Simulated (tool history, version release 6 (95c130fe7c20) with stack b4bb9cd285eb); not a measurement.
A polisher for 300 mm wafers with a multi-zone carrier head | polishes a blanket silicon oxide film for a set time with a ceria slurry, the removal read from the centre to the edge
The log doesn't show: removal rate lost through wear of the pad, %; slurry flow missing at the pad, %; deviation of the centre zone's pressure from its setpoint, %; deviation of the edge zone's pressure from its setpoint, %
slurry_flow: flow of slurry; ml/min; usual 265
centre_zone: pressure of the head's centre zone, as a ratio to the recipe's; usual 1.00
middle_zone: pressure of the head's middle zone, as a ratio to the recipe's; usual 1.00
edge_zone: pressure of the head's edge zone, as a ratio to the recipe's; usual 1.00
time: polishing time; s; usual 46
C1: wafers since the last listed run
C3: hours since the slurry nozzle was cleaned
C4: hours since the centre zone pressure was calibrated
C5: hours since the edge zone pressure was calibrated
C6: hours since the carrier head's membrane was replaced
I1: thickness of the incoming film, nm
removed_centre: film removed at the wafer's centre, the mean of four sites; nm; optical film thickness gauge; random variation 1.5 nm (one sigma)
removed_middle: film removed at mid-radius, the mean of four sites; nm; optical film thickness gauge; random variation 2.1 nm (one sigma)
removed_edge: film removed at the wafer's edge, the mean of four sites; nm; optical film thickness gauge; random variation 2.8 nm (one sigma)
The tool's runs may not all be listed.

Run 1, day 0.000: usual settings but centre_zone 0.97, edge_zone 1.06; C1 0; wafers polished on this pad 1173; C3 460.6; C4 887.5; C5 227.4; C6 797.5; I1 1336.2. Result: removed_centre 204.2 nm, removed_middle 205.0 nm, removed_edge 210.2 nm.
Run 2, day 1.371: usual settings but centre_zone 0.97, edge_zone 1.06; C1 433; wafers polished on this pad 1606; C3 493.5; C4 920.4; C5 260.3; C6 830.4; I1 1331.9. Result: removed_centre 202.6 nm, removed_middle 203.2 nm, removed_edge 208.1 nm.
Run 3, day 3.296: usual settings but centre_zone 0.97, edge_zone 1.06; C1 608; wafers polished on this pad 2214; C3 539.7; C4 966.6; C5 306.5; C6 876.6; I1 1328.8. Result: removed_centre 205.1 nm, removed_middle 206.3 nm, removed_edge 211.0 nm.
At day 4.971: carrier head's membrane replaced by a new one.
Run 4, day 5.167: usual settings but slurry_flow 185 ml/min; C1 525; wafers polished on this pad 2740; C3 584.6; C4 1011.5; C5 351.4; C6 4.7; I1 1345.3. Result: removed_centre 198.0 nm, removed_middle 192.9 nm, removed_edge 199.7 nm.
At day 5.292: slurry nozzle cleaned.
At day 6.133: centre zone pressure recalibrated.
At day 6.696: worn pad replaced by a new one.
Run 5, day 6.858: usual settings; C1 442; wafers polished on this pad 51; C3 37.6; C4 17.4; C5 392.0; C6 45.3; I1 1340.5. Result: removed_centre 209.4 nm, removed_middle 202.2 nm, removed_edge 203.8 nm.
Run 6, day 9.192: usual settings; C1 737; wafers polished on this pad 789; C3 93.6; C4 73.4; C5 448.0; C6 101.3; I1 1350.0. Result: removed_centre 208.2 nm, removed_middle 204.3 nm, removed_edge 206.0 nm.
Run 7, day 10.979: usual settings but centre_zone 1.03, middle_zone 1.11, edge_zone 0.96, time 55 s; C1 564; wafers polished on this pad 1354; C3 136.5; C4 116.3; C5 490.9; C6 144.2; I1 1354.7. Result: removed_centre 256.3 nm, removed_middle 262.2 nm, removed_edge 240.9 nm.
Run 8, day 12.175: usual settings but edge_zone 0.96; C1 377; wafers polished on this pad 1732; C3 165.2; C4 145.0; C5 519.6; C6 172.9; I1 1330.4. Result: removed_centre 210.9 nm, removed_middle 205.9 nm, removed_edge 202.7 nm.
Run 9, day 13.262: usual settings; C1 343; wafers polished on this pad 2075; C3 191.3; C4 171.1; C5 545.7; C6 199.0; I1 1328.2. Result: removed_centre 207.9 nm, removed_middle 202.0 nm, removed_edge 205.1 nm.
Run 10, day 14.533: usual settings but slurry_flow 225 ml/min, edge_zone 1.06; C1 401; wafers polished on this pad 2477; C3 221.8; C4 201.6; C5 576.2; C6 229.5; I1 1355.3. Result: removed_centre 203.5 nm, removed_middle 197.7 nm, removed_edge 209.4 nm.
At day 15.721: edge zone pressure recalibrated.
Run 11, day 16.117: usual settings; C1 474; wafers polished on this pad 2951; C3 259.8; C4 239.6; C5 9.5; C6 267.5; I1 1334.1. Result: removed_centre 209.3 nm, removed_middle 205.7 nm, removed_edge 203.7 nm.
Run 12, day 17.375: usual settings but centre_zone 1.03, middle_zone 0.91, edge_zone 0.92, time 33 s; C1 397; wafers polished on this pad 3349; C3 290.0; C4 269.8; C5 39.7; C6 297.7; I1 1365.4. Result: removed_centre 153.7 nm, removed_middle 134.8 nm, removed_edge 141.9 nm.
Run 13, day 18.825: usual settings but edge_zone 1.08; C1 458; wafers polished on this pad 3807; C3 324.8; C4 304.6; C5 74.5; C6 332.5; I1 1354.2. Result: removed_centre 208.1 nm, removed_middle 204.4 nm, removed_edge 211.2 nm.
At day 19.088: worn pad replaced by a new one.
Run 14, day 20.671: usual settings; C1 530; wafers polished on this pad 499; C3 369.1; C4 348.9; C5 118.8; C6 376.8; I1 1362.9. Result: removed_centre 208.5 nm, removed_middle 207.4 nm, removed_edge 210.3 nm.
Run 15, day 22.846: usual settings but slurry_flow 175 ml/min, middle_zone 1.07; C1 687; wafers polished on this pad 1187; C3 421.3; C4 401.1; C5 171.0; C6 429.0; I1 1320.4. Result: removed_centre 197.0 nm, removed_middle 202.9 nm, removed_edge 197.1 nm.
Run 16, day 24.079: usual settings but slurry_flow 305 ml/min, centre_zone 1.03, edge_zone 0.92; C1 389; wafers polished on this pad 1577; C3 450.9; C4 430.7; C5 200.6; C6 458.6; I1 1368.6. Result: removed_centre 219.1 nm, removed_middle 212.1 nm, removed_edge 198.9 nm.
Run 17, day 26.771: usual settings; C1 850; wafers polished on this pad 2427; C3 515.5; C4 495.3; C5 265.2; C6 523.2; I1 1347.9. Result: removed_centre 209.4 nm, removed_middle 206.6 nm, removed_edge 202.1 nm.
Run 18, day 27.808: usual settings but slurry_flow 305 ml/min, middle_zone 0.96; C1 327; wafers polished on this pad 2755; C3 540.4; C4 520.2; C5 290.1; C6 548.1; I1 1345.2. Result: removed_centre 212.3 nm, removed_middle 200.7 nm, removed_edge 207.4 nm.
Run 19, day 28.925: usual settings but edge_zone 1.08, time 37 s; C1 352; wafers polished on this pad 3108; C3 567.2; C4 547.0; C5 316.9; C6 574.9; I1 1336.8. Result: removed_centre 167.3 nm, removed_middle 163.9 nm, removed_edge 170.2 nm.
Run 20, day 31.358: usual settings but slurry_flow 190 ml/min, centre_zone 0.95, middle_zone 0.92, edge_zone 0.93; C1 769; wafers polished on this pad 3877; C3 625.6; C4 605.4; C5 375.3; C6 633.3; I1 1344.0. Result: removed_centre 187.1 nm, removed_middle 185.5 nm, removed_edge 188.3 nm.
At day 32.688: worn pad replaced by a new one.
Run 21, day 32.833: usual settings; C1 413; wafers polished on this pad 45; C3 661.0; C4 640.8; C5 410.7; C6 668.7; I1 1319.1. Result: removed_centre 210.8 nm, removed_middle 207.3 nm, removed_edge 198.1 nm.

Hidden state at the last listed run before each entry between runs and at the first one after, where it differs:
Between runs 3 and 4: carrier head's membrane replaced by a new one (day 4.971)
  no hidden state differs between the two runs
Between runs 4 and 5: slurry nozzle cleaned (day 5.292); centre zone pressure recalibrated (day 6.133); worn pad replaced by a new one (day 6.696)
  no hidden state differs between the two runs
Between runs 10 and 11: edge zone pressure recalibrated (day 15.721)
  no hidden state differs between the two runs
Between runs 13 and 14: worn pad replaced by a new one (day 19.088)
  no hidden state differs between the two runs
Between runs 20 and 21: worn pad replaced by a new one (day 32.688)
  no hidden state differs between the two runs
